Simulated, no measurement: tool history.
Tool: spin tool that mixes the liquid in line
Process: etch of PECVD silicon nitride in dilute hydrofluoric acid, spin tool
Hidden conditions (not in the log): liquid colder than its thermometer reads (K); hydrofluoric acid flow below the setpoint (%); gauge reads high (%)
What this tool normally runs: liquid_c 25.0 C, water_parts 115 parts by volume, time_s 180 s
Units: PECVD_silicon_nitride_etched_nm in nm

run	hour	liquid_c	water_parts	time_s	wafers since the last listed run	hours since the thermometer was replaced	hours since the hydrofluoric acid flow meter was replaced	hours since the gauge calibration	read-back film thickness of the PECVD silicon nitride reference wafer, read on the same gauge (nm)	PECVD_silicon_nitride_etched_nm
1	0.0	25.0	115	180	0	1095.7	1119.5	741.8	69.993	2.550
2	27.2	25.0	115	180	229	1122.9	1146.7	769.0	69.992	2.580
3	58.9	25.0	115	180	267	1154.6	1178.4	800.7	70.010	2.498
4	109.5	25.0	115	145	426	1205.2	1229.0	851.3	70.009	2.073
5	155.0	25.0	115	180	383	1250.7	1274.5	896.8	69.981	2.547
6	191.6	25.0	115	180	308	1287.3	1311.1	933.4	70.020	2.545
7	222.7	25.0	115	180	261	1318.4	1342.2	964.5	70.010	2.565
8	268.5	25.0	115	180	385	1364.2	1388.0	1010.3	69.999	2.551
9	314.5	25.0	115	180	387	1410.2	1434.0	1056.3	70.029	2.553
10	351.7	25.0	115	180	313	1447.4	1471.2	1093.5	69.972	2.542
# hour 380.7: gauge calibrated
11	402.6	22.5	115	180	428	1498.3	1522.1	21.9	70.013	2.114
12	471.9	22.5	115	180	583	1567.6	1591.4	91.2	70.003	2.135
13	497.8	25.0	115	180	218	1593.5	1617.3	117.1	69.987	2.471
# hour 518.5: thermometer replaced
# hour 521.4: hydrofluoric acid flow meter replaced
14	543.6	25.0	115	180	368	25.1	22.2	162.9	70.029	2.281
15	572.4	25.0	115	180	242	53.9	51.0	191.7	70.011	2.313
16	636.9	25.0	165	180	543	118.4	115.5	256.2	69.990	1.567
17	676.4	23.5	160	280	332	157.9	155.0	295.7	70.004	2.305
18	717.7	26.5	145	180	347	199.2	196.3	337.0	70.005	2.011
19	782.6	25.0	115	180	546	264.1	261.2	401.9	70.002	2.279
20	807.6	26.5	95	240	210	289.1	286.2	426.9	69.993	4.001
# hour 820.8: thermometer replaced, repeated, since the last time left the tool worse
21	833.4	23.0	165	275	208	12.6	312.0	452.7	69.982	2.598
22	860.3	23.0	115	180	226	39.5	338.9	479.6	70.001	2.414
23	976.7	25.0	115	180	980	155.9	455.3	596.0	69.989	2.753
24	1045.5	26.5	80	180	579	224.7	524.1	664.8	69.983	4.344
25	1082.0	25.0	115	180	307	261.2	560.6	701.3	69.993	2.755
26	1128.8	25.0	115	180	394	308.0	607.4	748.1	69.996	2.728
27	1172.7	23.0	115	280	369	351.9	651.3	792.0	69.997	3.779
28	1216.1	25.0	135	180	365	395.3	694.7	835.4	70.009	2.383

3 ways to go on from here, each from the tool as it stands after run 28. What would each give?
A	1216.6	25.0	115	180	4	395.8	695.2	835.9	?	?
B	1216.6	23.5	140	105	4	395.8	695.2	835.9	?	?
C	1216.6	23.5	145	180	4	395.8	695.2	835.9	?	?

run	read-back film thickness of the PECVD silicon nitride reference wafer, read on the same gauge (nm)	PECVD_silicon_nitride_etched_nm
A	70.016	2.698
B	70.016	1.175
C	70.016	1.946
Without the tool's hidden state the same runs would have given:
run	PECVD_silicon_nitride_etched_nm
A	2.773
B	1.208
C	2.000
